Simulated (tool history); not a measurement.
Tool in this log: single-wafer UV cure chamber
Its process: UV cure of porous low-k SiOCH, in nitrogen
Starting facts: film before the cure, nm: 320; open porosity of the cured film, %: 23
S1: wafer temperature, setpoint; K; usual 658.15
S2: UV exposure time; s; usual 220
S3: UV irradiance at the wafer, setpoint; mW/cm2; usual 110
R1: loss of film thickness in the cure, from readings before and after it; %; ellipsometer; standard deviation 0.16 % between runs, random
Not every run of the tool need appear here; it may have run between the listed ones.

Run 1, hour 0: usual settings. Result: R1 12.394 %.
Run 2, hour 24.6: usual settings. Result: R1 12.758 %.
Run 3, hour 43: usual settings. Result: R1 12.383 %.
Run 4, hour 68.9: usual settings. Result: R1 12.347 %.
Run 5, hour 96.1: usual settings. Result: R1 12.088 %.
Run 6, hour 164.7: usual settings but S3 90 mW/cm2. Result: R1 10.882 %.
At hour 188.2: quartz window cleaned.
Run 7, hour 198.3: usual settings but S3 90 mW/cm2. Result: R1 11.802 %.
Run 8, hour 215: usual settings but S3 90 mW/cm2. Result: R1 11.79 %.
Run 9, hour 245.2: usual settings. Result: R1 12.427 %.
Run 10, hour 257.7: usual settings. Result: R1 12.419 %.
Run 11, hour 318.5: usual settings. Result: R1 11.956 %.
Run 12, hour 344.5: usual settings. Result: R1 11.77 %.
Run 13, hour 361.1: usual settings. Result: R1 11.891 %.
Run 14, hour 391.3: usual settings. Result: R1 11.708 %.
At hour 424.5: quartz window cleaned.
Run 15, hour 425: usual settings. Result: R1 12.328 %.
Run 16, hour 437.3: usual settings. Result: R1 12.467 %.
Run 17, hour 463.6: usual settings. Result: R1 12.035 %.
Run 18, hour 492: usual settings but S3 90 mW/cm2. Result: R1 11.056 %.
At hour 507: UV bulbs replaced.
Run 19, hour 520.4: usual settings but S1 675.15 K, S2 320 s, S3 122 mW/cm2. Result: R1 16.448 %.
Run 20, hour 539.1: usual settings but S1 674.15 K. Result: R1 13.724 %.
Run 21, hour 553.2: usual settings but S2 300 s. Result: R1 15.26 %.
Run 22, hour 610: usual settings but S1 665.15 K, S2 315 s, S3 84 mW/cm2. Result: R1 13.919 %.
Run 23, hour 636.8: usual settings but S2 140 s, S3 127 mW/cm2. Result: R1 11.577 %.
Run 24, hour 659.6: usual settings but S1 669.15 K, S2 95 s. Result: R1 8.972 %.
Run 25, hour 686.4: usual settings but S1 640.15 K, S2 120 s, S3 128 mW/cm2. Result: R1 10.295 %.
Run 26, hour 699.7: usual settings but S1 643.15 K, S2 115 s, S3 89 mW/cm2. Result: R1 8.386 %.
At hour 724.5: quartz window cleaned.
Run 27, hour 725: usual settings but S2 285 s, S3 145 mW/cm2. Result: R1 17.059 %.
Run 28, hour 741.8: usual settings but S1 641.15 K, S2 150 s. Result: R1 11.535 %.
Run 29, hour 756.1: usual settings. Result: R1 13.442 %.
Run 30, hour 775.1: usual settings but S1 669.15 K, S2 280 s, S3 93 mW/cm2. Result: R1 14.289 %.

Below are 5 alternative next runs, each starting from the tool's condition after run 30. Predict each:
Run A, hour 775.5: usual settings. Result: R1 ?.
Run B, hour 775.5: usual settings but S2 345 s, S3 73 mW/cm2. Result: R1 ?.
Run C, hour 775.5: usual settings but S1 650.15 K, S2 305 s. Result: R1 ?.
Run D, hour 775.5: usual settings but S1 670.15 K, S2 120 s, S3 137 mW/cm2. Result: R1 ?.
Run E, hour 775.5: usual settings but S1 675.15 K, S2 310 s, S3 142 mW/cm2. Result: R1 ?.

run      R1
  A  13.834
  B  14.049
  C   15.44
  D  12.042
  E  17.523
With no hidden state in the tool, these same runs would have given:
run      R1
  A  14.175
  B  14.392
  C  15.792
  D  12.371
  E  17.883
